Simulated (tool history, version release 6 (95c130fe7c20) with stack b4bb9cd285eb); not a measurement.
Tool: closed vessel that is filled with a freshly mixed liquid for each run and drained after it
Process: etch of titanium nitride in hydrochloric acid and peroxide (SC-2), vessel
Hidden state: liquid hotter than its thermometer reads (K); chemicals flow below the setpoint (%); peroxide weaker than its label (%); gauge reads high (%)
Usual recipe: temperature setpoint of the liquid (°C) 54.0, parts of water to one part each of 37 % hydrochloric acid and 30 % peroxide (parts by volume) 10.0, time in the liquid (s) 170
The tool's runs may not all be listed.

run,hour,temperature setpoint of the liquid (°C),parts of water to one part each of 37 % hydrochloric acid and 30 % peroxide (parts by volume),time in the liquid (s),wafers since the last listed run,hours since the thermometer was replaced,hours since the chemicals flow meter was replaced,hours since the drum of peroxide was connected,hours since the gauge calibration,"read-back film thickness of the titanium nitride reference wafer, read on the same gauge (nm)",thickness taken off the titanium nitride on a monitor wafer (Å)
1,0.0,54.0,11.5,170,0,1319.2,2090.6,1412.8,342.9,99.989,36.24
2,17.1,54.0,11.5,170,1617,1336.3,2107.7,1429.9,360.0,99.994,36.35
3,28.7,54.0,11.5,170,1097,1347.9,2119.3,1441.5,371.6,100.027,36.03
4,36.3,54.0,10.0,115,719,1355.5,2126.9,1449.1,379.2,99.997,27.52
5,47.9,54.0,10.0,115,1097,1367.1,2138.5,1460.7,390.8,99.989,27.64
# hour 49.8: chemicals flow meter replaced
6,56.7,54.0,10.0,115,738,1375.9,6.9,1469.5,399.6,99.992,25.97
7,67.6,54.0,15.0,105,1031,1386.8,17.8,1480.4,410.5,100.007,16.68
8,76.8,47.5,10.0,170,870,1396.0,27.0,1489.6,419.7,100.001,25.01
9,85.0,54.0,10.0,170,775,1404.2,35.2,1497.8,427.9,100.021,38.44
10,97.1,54.0,13.0,210,1144,1416.3,47.3,1509.9,440.0,100.007,38.15
11,104.9,54.0,10.0,170,738,1424.1,55.1,1517.7,447.8,99.987,38.63
12,118.7,48.5,10.0,170,1305,1437.9,68.9,1531.5,461.6,99.996,26.77
# hour 128.8: new drum of peroxide connected
13,135.8,54.0,10.0,170,1523,1455.0,86.0,7.0,478.7,100.011,38.41
14,149.2,54.0,10.0,170,1267,1468.4,99.4,20.4,492.1,99.986,38.33
# hour 152.3: thermometer replaced
# hour 165.6: chemicals flow meter replaced, repeated, since the last time left the tool worse
15,166.1,54.0,10.0,100,1409,13.8,0.5,37.3,509.0,99.999,25.88
16,176.1,54.0,5.0,170,946,23.8,10.5,47.3,519.0,99.997,75.60
# hour 185.8: gauge calibrated
17,187.0,54.0,14.5,265,1031,34.7,21.4,58.2,1.2,99.989,50.34
18,194.7,54.0,10.0,170,728,42.4,29.1,65.9,8.9,99.996,44.05
19,206.3,54.0,10.0,170,1097,54.0,40.7,77.5,20.5,100.005,44.43
20,217.2,45.0,8.5,75,1031,64.9,51.6,88.4,31.4,100.012,12.24
21,234.9,44.5,6.5,70,1674,82.6,69.3,106.1,49.1,99.977,13.52
22,245.5,54.0,13.5,225,1002,93.2,79.9,116.7,59.7,99.991,44.69
23,253.8,49.5,5.5,135,785,101.5,88.2,125.0,68.0,100.005,41.30
24,259.9,54.0,11.5,170,577,107.6,94.3,131.1,74.1,100.011,39.01
25,270.1,47.5,7.0,105,965,117.8,104.5,141.3,84.3,99.999,23.62
26,278.1,54.0,10.0,170,756,125.8,112.5,149.3,92.3,100.018,44.00
27,286.3,54.0,10.0,170,775,134.0,120.7,157.5,100.5,100.002,43.55
28,299.5,62.5,8.0,110,1248,147.2,133.9,170.7,113.7,99.990,58.25

Below are 5 alternative next runs, each starting from the tool's condition after run 28. Predict each:
A,300.2,54.0,10.0,230,66,147.9,134.6,171.4,114.4,?,?
B,300.2,62.0,10.0,195,66,147.9,134.6,171.4,114.4,?,?
C,300.2,54.0,10.0,145,66,147.9,134.6,171.4,114.4,?,?
D,300.2,45.5,13.5,225,66,147.9,134.6,171.4,114.4,?,?
E,300.2,47.0,10.0,170,66,147.9,134.6,171.4,114.4,?,?

run,"read-back film thickness of the titanium nitride reference wafer, read on the same gauge (nm)",thickness taken off the titanium nitride on a monitor wafer (Å)
A,100.000,59.49
B,100.000,83.83
C,100.000,37.51
D,100.000,25.53
E,100.000,27.61
Take away the tool's hidden state, keep each run's random variation, and the runs would have read:
run,thickness taken off the titanium nitride on a monitor wafer (Å)
A,60.23
B,84.86
C,37.97
D,25.85
E,27.95
